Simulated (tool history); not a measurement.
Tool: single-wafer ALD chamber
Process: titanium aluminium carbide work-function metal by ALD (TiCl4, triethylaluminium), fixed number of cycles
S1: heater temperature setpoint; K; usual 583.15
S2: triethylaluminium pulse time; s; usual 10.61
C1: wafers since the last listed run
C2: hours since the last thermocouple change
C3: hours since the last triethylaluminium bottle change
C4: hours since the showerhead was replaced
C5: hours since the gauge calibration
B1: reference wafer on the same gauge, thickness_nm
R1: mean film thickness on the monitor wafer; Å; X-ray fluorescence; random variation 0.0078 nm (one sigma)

run   hour      S1     S2   C1      C2     C3      C4     C5     B1     R1
  1    0.0  583.15  10.61    0  1244.6  554.3  6387.4   86.8  2.117  20.89
  2   14.0  583.15   8.36  228  1258.6  568.3  6401.4  100.8  2.118  20.01
  3   21.0  583.15   8.36  114  1265.6  575.3  6408.4  107.8  2.116  20.05
  4   31.2  595.15   9.56  166  1275.8  585.5  6418.6  118.0  2.118  21.71
  5   44.7  583.15  10.61  220  1289.3  599.0  6432.1  131.5  2.120  20.98
      44.7  -- gauge calibrated
  6   54.8  583.15  10.61  165  1299.4  609.1  6442.2   10.1  2.119  20.77
  7   64.8  583.15  10.61  163  1309.4  619.1  6452.2   20.1  2.120  20.78
  8   82.4  583.15  10.61  287  1327.0  636.7  6469.8   37.7  2.121  20.73
  9   93.5  583.15  10.61  181  1338.1  647.8  6480.9   48.8  2.119  20.68
 10  101.1  583.15  10.61  124  1345.7  655.4  6488.5   56.4  2.119  20.66
 11  108.1  583.15  14.00  114  1352.7  662.4  6495.5   63.4  2.120  21.51
     116.3  -- thermocouple changed; heater temperature recalibrated
 12  126.1  583.15  10.61  163     9.8  680.4  6513.5   81.4  2.121  20.42
 13  137.7  572.15  13.02  189    21.4  692.0  6525.1   93.0  2.123  20.07
     153.7  -- showerhead replaced
 14  154.2  583.15  10.61  138    37.9  708.5     0.5  109.5  2.120  20.28
     176.4  -- triethylaluminium bottle replaced
 15  176.9  571.15   6.93  240    60.6    0.5    23.2  132.2  2.121  19.34
 16  177.2  587.15  11.75    4    60.9    0.8    23.5  132.5  2.120  22.29
 17  191.1  577.15   7.16  227    74.8   14.7    37.4  146.4  2.120  19.99
     191.4  -- gauge calibrated
 18  199.0  583.15   8.36  129    82.7   22.6    45.3    7.6  2.122  21.12
 19  209.1  583.15   8.56  165    92.8   32.7    55.4   17.7  2.120  21.22
 20  222.0  591.15  14.74  210   105.7   45.6    68.3   30.6  2.122  22.89
 21  233.5  597.15   6.72  187   117.2   57.1    79.8   42.1  2.119  21.79
 22  241.0  583.15  13.98  122   124.7   64.6    87.3   49.6  2.121  22.14
 23  253.6  583.15  10.61  205   137.3   77.2    99.9   62.2  2.119  21.72

Forecast each of these 3 alternatives for the next run:
  A  254.0  583.15  12.63   6  137.7  77.6  100.3  62.6   ?   ?
  B  254.0  569.15  13.95   6  137.7  77.6  100.3  62.6   ?   ?
  C  254.0  598.15  12.04   6  137.7  77.6  100.3  62.6   ?   ?

run     B1     R1
  A  2.121  22.03
  B  2.121  20.67
  C  2.121  23.55
Without the tool's hidden state the same runs would have given:
run     R1
  A  22.06
  B  20.69
  C  23.59

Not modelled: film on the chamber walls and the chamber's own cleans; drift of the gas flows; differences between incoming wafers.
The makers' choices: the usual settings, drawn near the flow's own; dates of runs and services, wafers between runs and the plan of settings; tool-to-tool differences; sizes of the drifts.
